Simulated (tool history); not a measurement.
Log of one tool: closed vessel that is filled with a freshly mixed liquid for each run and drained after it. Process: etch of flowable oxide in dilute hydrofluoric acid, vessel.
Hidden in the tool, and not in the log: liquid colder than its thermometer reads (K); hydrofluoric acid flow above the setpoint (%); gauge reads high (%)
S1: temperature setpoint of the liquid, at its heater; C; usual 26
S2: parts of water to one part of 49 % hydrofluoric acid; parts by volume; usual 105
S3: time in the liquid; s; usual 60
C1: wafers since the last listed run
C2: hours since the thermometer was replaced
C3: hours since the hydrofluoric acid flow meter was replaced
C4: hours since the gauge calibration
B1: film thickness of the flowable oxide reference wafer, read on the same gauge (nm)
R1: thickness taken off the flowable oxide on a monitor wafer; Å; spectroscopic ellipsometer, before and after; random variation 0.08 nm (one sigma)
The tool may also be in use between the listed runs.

run    hour    S1   S2  S3    C1      C2      C3     C4      B1     R1
  1       0    26  105  60     0   501.8   875.4    537  139.98  208.5
  2    95.2    26  105  60  6500     597   970.6  632.2  140.03  209.1
  3   189.2    26  105  60  6418     691  1064.6  726.2  140.01  211.4
  4     264  27.5  105  60  5107   765.8  1139.4    801  140.07  222.1
  5   321.7  27.5  105  60  3939   823.5  1197.1  858.7  139.98  222.6
      352.8  -- gauge calibrated
      391.8  -- hydrofluoric acid flow meter replaced
  6   421.5    26  105  35  6746   923.3    29.7   68.7  139.96  127.7
  7   491.5    26  105  35  4779   993.3    99.7  138.7  140.02  126.5
  8   534.6    22   85  75  2942  1036.4   142.8  181.8  140.03  294.5
      540.1  -- thermometer replaced
      561.1  -- hydrofluoric acid flow meter replaced, repeated, since the last time left the tool worse
  9   617.6    26  105  60  5530    77.5    56.5  264.8  139.98  204.7
 10   673.4    26  105  30  3810   133.3   112.3  320.6  139.98  101.8
 11   709.9    26  150  80  2492   169.8   148.8  357.1  140.04  180.1
 12     754    24  105  80  3011   213.9   192.9  401.2  140.02  255.1
 13   857.8  22.5  145  40  7087   317.7   296.7    505  140.01   82.6
 14   928.9    29  150  85  4854   388.8   367.8  576.1     140  216.6
 15  1021.6  30.5  105  85  6329   481.5   460.5  668.8  139.93  346.9

Forecast each of these 4 alternatives for the next run:
  A  1022.3  22.5  105  60  47  482.2  461.2  669.5   ?   ?
  B  1022.3  24.5   70  35  47  482.2  461.2  669.5   ?   ?
  C  1022.3    28  150  60  47  482.2  461.2  669.5   ?   ?
  D  1022.3    26   85  60  47  482.2  461.2  669.5   ?   ?

run      B1     R1
  A  140.02  179.3
  B  140.02  177.4
  C  140.02  146.9
  D  140.02  260.8
Without the tool's hidden state the same runs would have given:
run     R1
  A  175.9
  B  174.2
  C    144
  D    256

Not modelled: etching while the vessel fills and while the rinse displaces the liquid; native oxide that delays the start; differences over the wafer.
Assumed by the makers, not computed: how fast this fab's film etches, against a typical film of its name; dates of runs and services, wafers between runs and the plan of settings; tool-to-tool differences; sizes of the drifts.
